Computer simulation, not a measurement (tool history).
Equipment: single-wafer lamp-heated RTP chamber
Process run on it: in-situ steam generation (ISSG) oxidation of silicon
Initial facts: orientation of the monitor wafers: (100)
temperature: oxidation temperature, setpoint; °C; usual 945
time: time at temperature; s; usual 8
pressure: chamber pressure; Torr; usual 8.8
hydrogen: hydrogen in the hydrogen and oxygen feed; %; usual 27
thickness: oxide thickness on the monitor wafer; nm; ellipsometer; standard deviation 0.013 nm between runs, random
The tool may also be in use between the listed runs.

run,day,temperature,time,pressure,hydrogen,wafers since the last listed run,wafers since the last pyrometer calibration,hours since the pressure gauge was zeroed,hours since the hydrogen flow controller was replaced,hours since the gauge calibration,"read-back reference wafer on the same gauge, thickness",thickness
1,0,945,8,8.8,27,0,6963,1045.6,1787.6,1607.9,3.281,3.291
# day 1.933: pyrometer window cleaned and pyrometer calibrated
2,1.954,945,8,8.8,27,414,5,1092.5,1834.5,1654.8,3.277,3.242
3,3.638,945,8,8.8,27,430,435,1132.9,1874.9,1695.2,3.277,3.273
4,6.275,945,8,8.8,27,674,1110,1196.2,1938.2,1758.5,3.285,3.262
5,9.792,945,8,8.8,27,899,2010,1280.6,2022.6,1842.9,3.282,3.27
6,13.85,945,8,9.6,27,1038,3048,1378,2120,1940.3,3.281,3.243
7,16.438,945,8,8.8,27,662,3710,1440.1,2182.1,2002.4,3.28,3.3
8,19.162,945,8,8.8,27,697,4408,1505.5,2247.5,2067.8,3.282,3.276
9,22.85,945,8,8.8,27,943,5351,1594,2336,2156.3,3.278,3.253
10,26.558,945,10,8.8,27,948,6300,1683,2425,2245.3,3.281,3.559
# day 28.021: gauge calibrated
11,28.746,945,10,8.8,27,559,6860,1735.5,2477.5,17.4,3.283,3.566
# day 29.521: pyrometer window cleaned and pyrometer calibrated
12,32.479,945,10,8.8,27,869,757,1825.1,2567.1,107,3.28,3.605
13,36.079,945,8,8.8,27,921,1678,1911.5,2653.5,193.4,3.284,3.341
14,40.479,945,8,8.8,27,1125,2804,2017.1,2759.1,299,3.282,3.32
# day 40.975: pyrometer window cleaned and pyrometer calibrated, repeated, since the last time left the tool worse
15,44.717,933,6,9.9,30,998,956,2118.8,2860.8,400.7,3.279,2.922
# day 45.521: hydrogen flow controller replaced
16,47.75,957,10,9.7,24,690,1647,2191.6,53.5,473.5,3.28,3.475
17,52.054,957,6,7.8,30,1101,2749,2294.9,156.8,576.8,3.279,3.178
18,55.512,931,6,10.1,32,884,3633,2377.9,239.8,659.8,3.278,2.95
19,57.071,961,10,7.4,20,398,4032,2415.3,277.2,697.2,3.284,3.413
20,60.962,945,8,9.2,30,995,5028,2508.7,370.6,790.6,3.28,3.361
21,64.217,945,8,7.6,27,832,5861,2586.8,448.7,868.7,3.283,3.329
# day 67.558: pyrometer window cleaned and pyrometer calibrated
22,68.454,945,8,8.8,27,998,229,2688.5,550.4,970.4,3.283,3.235
# day 70.017: pressure gauge zeroed
23,70.617,945,8,8.8,21,468,697,14.4,602.3,1022.3,3.284,3.043
24,73.4,945,8,8.8,27,712,1409,81.2,669.1,1089.1,3.277,3.268
25,76.875,945,9,8.8,27,889,2298,164.6,752.5,1172.5,3.285,3.419
26,78.712,945,8,8.8,27,470,2768,208.7,796.6,1216.6,3.28,3.281
27,81.262,945,8,8.8,27,652,3421,269.9,857.8,1277.8,3.281,3.294
28,85.029,945,8,8.8,27,963,4385,360.3,948.2,1368.2,3.277,3.289
29,88.275,945,8,8,27,830,5215,438.2,1026.1,1446.1,3.284,3.306

Predict each of these 5 candidate next runs independently; none follows another, all start after run 29:
A,88.292,945,7,8.8,27,4,5219,438.6,1026.5,1446.5,?,?
B,88.292,956,8,8.8,32,4,5219,438.6,1026.5,1446.5,?,?
C,88.292,938,8,9.9,32,4,5219,438.6,1026.5,1446.5,?,?
D,88.292,935,8,8.4,27,4,5219,438.6,1026.5,1446.5,?,?
E,88.292,945,10,8,19,4,5219,438.6,1026.5,1446.5,?,?

run,"read-back reference wafer on the same gauge, thickness",thickness
A,3.279,3.136
B,3.279,3.524
C,3.279,3.307
D,3.279,3.237
E,3.279,3.261
With the hidden condition removed and each run's random variation left untouched, the same runs would have given:
run,thickness
A,3.103
B,3.482
C,3.272
D,3.203
E,3.221

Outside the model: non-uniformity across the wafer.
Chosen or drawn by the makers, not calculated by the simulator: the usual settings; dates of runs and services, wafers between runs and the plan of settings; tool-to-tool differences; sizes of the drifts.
